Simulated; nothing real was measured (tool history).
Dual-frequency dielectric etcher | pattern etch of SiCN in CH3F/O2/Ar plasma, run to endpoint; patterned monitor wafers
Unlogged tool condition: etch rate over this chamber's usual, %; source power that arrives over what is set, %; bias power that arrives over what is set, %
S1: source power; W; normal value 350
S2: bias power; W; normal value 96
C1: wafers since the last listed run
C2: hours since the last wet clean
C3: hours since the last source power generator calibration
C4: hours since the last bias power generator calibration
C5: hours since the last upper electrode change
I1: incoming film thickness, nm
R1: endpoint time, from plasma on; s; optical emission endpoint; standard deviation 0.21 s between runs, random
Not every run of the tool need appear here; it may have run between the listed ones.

run	hour	S1	S2	C1	C2	C3	C4	C5	I1	R1
1	0	350	82	0	453.9	3209.7	3523.1	5607.4	9.71	24.1
2	33.7	350	96	589	487.6	3243.4	3556.8	5641.1	9.65	23
# hour 70.4: wet clean of the chamber
3	70.9	320	96	230	0.5	3280.6	3594	5678.3	9.68	24.4
4	138.5	350	96	1182	68.1	3348.2	3661.6	5745.9	9.76	23.7
5	169.9	350	96	549	99.5	3379.6	3693	5777.3	9.76	23.5
6	183.3	350	96	234	112.9	3393	3706.4	5790.7	9.68	23.4
7	201	350	96	309	130.6	3410.7	3724.1	5808.4	9.69	24
8	230.6	350	96	517	160.2	3440.3	3753.7	5838	9.57	23.6
9	253.5	350	96	400	183.1	3463.2	3776.6	5860.9	9.67	23.4
10	283.6	350	96	526	213.2	3493.3	3806.7	5891	9.59	23.1
11	314.4	350	96	538	244	3524.1	3837.5	5921.8	9.67	23
# hour 343.4: upper electrode replaced
12	343.9	350	96	96	273.5	3553.6	3867	0.5	9.79	23.3
13	351.3	350	96	129	280.9	3561	3874.4	7.9	9.62	23.3
14	376.4	350	96	438	306	3586.1	3899.5	33	9.8	23.9
15	409.3	350	96	575	338.9	3619	3932.4	65.9	9.61	23.1
# hour 417.4: bias power generator calibrated
16	481	390	96	1183	410.6	3690.7	63.6	137.6	9.71	22.6

Predict the results of run 17:
17	495	380	82	244	424.6	3704.7	77.6	151.6	9.7	?

Run 17 gave R1 23.2 s.
With the hidden condition absent and the run-to-run variation left alone, this run would have shown R1 24.5 s.
